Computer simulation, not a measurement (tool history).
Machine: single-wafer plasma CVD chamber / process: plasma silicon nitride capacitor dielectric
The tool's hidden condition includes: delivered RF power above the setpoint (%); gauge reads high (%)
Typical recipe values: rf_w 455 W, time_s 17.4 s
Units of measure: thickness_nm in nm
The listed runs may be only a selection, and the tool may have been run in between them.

run    hour  rf_w  time_s  wafers since the last listed run  hours since the last RF generator calibration  hours since the showerhead was replaced  hours since the gauge calibration  read-back reference wafer on the same gauge, thickness_nm  thickness_nm
  1       0   455    17.4                                 0                                           1199                                   7355.9                             1011.1                                                     25.693        25.299
  2    69.9   455    17.4                              3436                                         1268.9                                   7425.8                               1081                                                     25.688        25.527
      107.1  -- gauge calibrated
  3   117.9   455    17.4                              2359                                         1316.9                                   7473.8                               10.8                                                     25.719        25.329
  4   145.7   455    17.4                              1366                                         1344.7                                   7501.6                               38.6                                                     25.672         25.23
  5   186.8   455    17.4                              2020                                         1385.8                                   7542.7                               79.7                                                     25.709        25.229
  6     254   455    17.4                              3303                                           1453                                   7609.9                              146.9                                                     25.694          25.3
  7   313.6   500    17.4                              2929                                         1512.6                                   7669.5                              206.5                                                     25.725        25.993
  8   349.4   455    17.4                              1759                                         1548.4                                   7705.3                              242.3                                                      25.74        25.288
  9   416.6   455    17.4                              3303                                         1615.6                                   7772.5                              309.5                                                     25.691        25.293
 10     476   385    18.2                              2920                                           1675                                   7831.9                              368.9                                                     25.677        25.076
 11   526.6   385    18.2                              2487                                         1725.6                                   7882.5                              419.5                                                     25.699        25.057
 12   581.9   385    18.2                              2718                                         1780.9                                   7937.8                              474.8                                                     25.704        24.796
 13   618.5   505    17.4                              1799                                         1817.5                                   7974.4                              511.4                                                     25.708        26.185
 14   663.4   505    17.4                              2207                                         1862.4                                   8019.3                              556.3                                                     25.691        25.834
 15   701.3   455    16.6                              1863                                         1900.3                                   8057.2                              594.2                                                     25.703         23.91
 16   751.8   455    16.6                              2482                                         1950.8                                   8107.7                              644.7                                                     25.692        23.845
      786.2  -- showerhead replaced, of another model than before
 17   817.5   455    16.6                              2836                                         2016.5                                     31.3                              710.4                                                     25.682        23.542
 18   857.1   455    14.4                              1946                                         2056.1                                     70.9                                750                                                     25.698        20.462
 19   892.1   375    19.6                              1720                                         2091.1                                    105.9                                785                                                      25.74        25.385
 20   943.4   390    19.9                              2521                                         2142.4                                    157.2                              836.3                                                     25.702        26.278
 21  1004.2   455    17.4                              2988                                         2203.2                                      218                              897.1                                                     25.717        24.435
     1021.1  -- RF generator calibrated
       1031  -- gauge calibrated
 22  1044.4   370    17.4                              1582                                           23.3                                    258.2                               13.4                                                      25.69        23.339
 23  1073.7   540    17.4                              1440                                           52.6                                    287.5                               42.7                                                     25.674        27.707
 24    1125   455    17.4                              2521                                          103.9                                    338.8                                 94                                                     25.729        25.604
 25  1161.2   375    19.8                              1779                                          140.1                                      375                              130.2                                                     25.715        26.762
 26  1193.8   455    15.4                              1602                                          172.7                                    407.6                              162.8                                                     25.704        22.703
 27  1258.4   370    19.6                              3175                                          237.3                                    472.2                              227.4                                                     25.686        26.251
 28  1297.9   380    15.9                              1941                                          276.8                                    511.7                              266.9                                                     25.699        21.597
 29  1410.8   455    17.4                              5549                                          389.7                                    624.6                              379.8                                                     25.728        25.866
 30  1478.8   430    18.9                              3342                                          457.7                                    692.6                              447.8                                                     25.743        27.013
 31  1544.7   430    14.7                              3239                                          523.6                                    758.5                              513.7                                                     25.697        21.362
 32  1596.3   535    17.4                              2536                                          575.2                                    810.1                              565.3                                                     25.712        27.437
 33  1642.6   505    15.6                              2276                                          621.5                                    856.4                              611.6                                                     25.686        23.837
 34  1699.9   455    17.4                              2816                                          678.8                                    913.7                              668.9                                                      25.68        25.568

How would selected steps in thickness_nm from run to run divide? Give the signed amount a tool lacking its hidden state would still show from settings, what came in and random variation, and the signed amount left for the hidden state, including any gauge scatter that is not in both of the compared results.
Run 16 -> 17: showerhead replaced, of another model than before. thickness_nm -0.303 nm: hidden state -0.326, all else +0.023.
Run 18 -> 19: rf_w 455 -> 375, time_s 14.4 -> 19.6. thickness_nm +4.923 nm: hidden state -0.247, all else +5.17.
Run 21 -> 22: rf_w 455 -> 370, RF generator calibrated, gauge calibrated. thickness_nm -1.096 nm: hidden state +1.181, all else -2.277.
Run 30 -> 31: time_s 18.9 -> 14.7. thickness_nm -5.651 nm: hidden state +0.003, all else -5.654.
Run 31 -> 32: rf_w 430 -> 535, time_s 14.7 -> 17.4. thickness_nm +6.075 nm: hidden state -0.034, all else +6.109.
